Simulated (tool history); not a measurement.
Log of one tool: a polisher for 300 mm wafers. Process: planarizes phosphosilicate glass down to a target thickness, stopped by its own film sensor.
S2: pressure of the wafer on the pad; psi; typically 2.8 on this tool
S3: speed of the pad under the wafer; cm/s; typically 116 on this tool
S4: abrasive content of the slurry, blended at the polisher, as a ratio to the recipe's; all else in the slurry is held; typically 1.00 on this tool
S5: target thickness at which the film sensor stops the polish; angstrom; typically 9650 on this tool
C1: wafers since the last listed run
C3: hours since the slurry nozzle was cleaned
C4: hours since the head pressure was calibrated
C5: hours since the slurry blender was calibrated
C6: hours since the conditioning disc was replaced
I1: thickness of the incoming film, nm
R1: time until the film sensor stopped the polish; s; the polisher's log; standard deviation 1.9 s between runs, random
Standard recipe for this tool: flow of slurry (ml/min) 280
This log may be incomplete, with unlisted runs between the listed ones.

run 1 hour=0.0 | flow_of_slurry_(ml/min)=280 S2=2.8 S3=116 S4=1.00 S5=9650 | C1=0 wafers_polished_on_this_pad=683 C3=480.4 C4=99.4 C5=61.7 C6=64.8 | I1=1973.1 | R1=119.3
run 2 hour=9.3 | flow_of_slurry_(ml/min)=280 S2=2.8 S3=116 S4=1.00 S5=8310 | C1=61 wafers_polished_on_this_pad=745 C3=489.7 C4=108.7 C5=71.0 C6=74.1 | I1=1948.2 | R1=129.1
run 3 hour=20.1 | flow_of_slurry_(ml/min)=230 S2=2.8 S3=86 S4=1.25 S5=7990 | C1=71 wafers_polished_on_this_pad=817 C3=500.5 C4=119.5 C5=81.8 C6=84.9 | I1=1986.6 | R1=157.4
-- hour=29.2 worn pad replaced by a new one
run 4 hour=34.3 | flow_of_slurry_(ml/min)=365 S2=2.8 S3=96 S4=0.90 S5=9650 | C1=67 wafers_polished_on_this_pad=33 C3=514.7 C4=133.7 C5=96.0 C6=99.1 | I1=1996.9 | R1=145.5
run 5 hour=41.0 | flow_of_slurry_(ml/min)=280 S2=2.8 S3=116 S4=1.00 S5=7670 | C1=44 wafers_polished_on_this_pad=78 C3=521.4 C4=140.4 C5=102.7 C6=105.8 | I1=1970.5 | R1=147.0
-- hour=83.4 slurry blender recalibrated
run 6 hour=83.9 | flow_of_slurry_(ml/min)=220 S2=2.4 S3=116 S4=0.90 S5=9650 | C1=271 wafers_polished_on_this_pad=350 C3=564.3 C4=183.3 C5=0.5 C6=148.7 | I1=1992.9 | R1=146.0
run 7 hour=99.1 | flow_of_slurry_(ml/min)=235 S2=2.8 S3=116 S4=1.00 S5=9650 | C1=101 wafers_polished_on_this_pad=451 C3=579.5 C4=198.5 C5=15.7 C6=163.9 | I1=1960.3 | R1=124.2
run 8 hour=107.2 | flow_of_slurry_(ml/min)=350 S2=3.3 S3=116 S4=1.00 S5=9650 | C1=53 wafers_polished_on_this_pad=504 C3=587.6 C4=206.6 C5=23.8 C6=172.0 | I1=2007.6 | R1=115.2
run 9 hour=123.4 | flow_of_slurry_(ml/min)=340 S2=2.8 S3=116 S4=1.00 S5=9650 | C1=107 wafers_polished_on_this_pad=612 C3=603.8 C4=222.8 C5=40.0 C6=188.2 | I1=1970.0 | R1=122.0
run 10 hour=130.7 | flow_of_slurry_(ml/min)=280 S2=3.5 S3=116 S4=1.00 S5=9650 | C1=48 wafers_polished_on_this_pad=661 C3=611.1 C4=230.1 C5=47.3 C6=195.5 | I1=1970.1 | R1=105.5
run 11 hour=145.2 | flow_of_slurry_(ml/min)=280 S2=2.8 S3=116 S4=1.00 S5=7670 | C1=96 wafers_polished_on_this_pad=757 C3=625.6 C4=244.6 C5=61.8 C6=210.0 | I1=2018.3 | R1=155.9
-- hour=153.4 worn pad replaced by a new one
run 12 hour=154.9 | flow_of_slurry_(ml/min)=315 S2=3.8 S3=116 S4=1.00 S5=10840 | C1=37 wafers_polished_on_this_pad=9 C3=635.3 C4=254.3 C5=71.5 C6=219.7 | I1=1989.5 | R1=88.4
run 13 hour=164.5 | flow_of_slurry_(ml/min)=280 S2=3.7 S3=116 S4=1.00 S5=9650 | C1=63 wafers_polished_on_this_pad=73 C3=644.9 C4=263.9 C5=81.1 C6=229.3 | I1=1989.6 | R1=101.2
run 14 hour=196.5 | flow_of_slurry_(ml/min)=280 S2=2.8 S3=116 S4=1.00 S5=9650 | C1=212 wafers_polished_on_this_pad=286 C3=676.9 C4=295.9 C5=113.1 C6=261.3 | I1=1942.0 | R1=115.3
run 15 hour=203.4 | flow_of_slurry_(ml/min)=280 S2=3.3 S3=116 S4=1.00 S5=9650 | C1=45 wafers_polished_on_this_pad=332 C3=683.8 C4=302.8 C5=120.0 C6=268.2 | I1=1991.7 | R1=112.2
-- hour=208.2 slurry blender recalibrated
-- hour=210.1 slurry nozzle cleaned
-- hour=211.8 conditioning disc replaced and pad reconditioned
-- hour=212.7 head pressure recalibrated
run 16 hour=219.7 | flow_of_slurry_(ml/min)=280 S2=2.8 S3=116 S4=1.00 S5=9650 | C1=70 wafers_polished_on_this_pad=403 C3=9.6 C4=7.0 C5=11.5 C6=7.9 | I1=1961.6 | R1=113.8
run 17 hour=228.8 | flow_of_slurry_(ml/min)=355 S2=2.8 S3=150 S4=0.85 S5=9650 | C1=60 wafers_polished_on_this_pad=463 C3=18.7 C4=16.1 C5=20.6 C6=17.0 | I1=1963.1 | R1=103.8
run 18 hour=237.9 | flow_of_slurry_(ml/min)=280 S2=2.8 S3=116 S4=1.00 S5=8310 | C1=60 wafers_polished_on_this_pad=524 C3=27.8 C4=25.2 C5=29.7 C6=26.1 | I1=1975.6 | R1=134.8

Forecast run 19:
run 19 hour=251.4 | flow_of_slurry_(ml/min)=280 S2=2.8 S3=116 S4=1.00 S5=7650 | C1=89 wafers_polished_on_this_pad=613 C3=41.3 C4=38.7 C5=43.2 C6=39.6 | I1=1999.3 | R1=?

Run 19 measured R1 147.0 s.
Take away the tool's hidden state, keep the run-to-run variation as it was, and the same run would have given R1 142.0 s.

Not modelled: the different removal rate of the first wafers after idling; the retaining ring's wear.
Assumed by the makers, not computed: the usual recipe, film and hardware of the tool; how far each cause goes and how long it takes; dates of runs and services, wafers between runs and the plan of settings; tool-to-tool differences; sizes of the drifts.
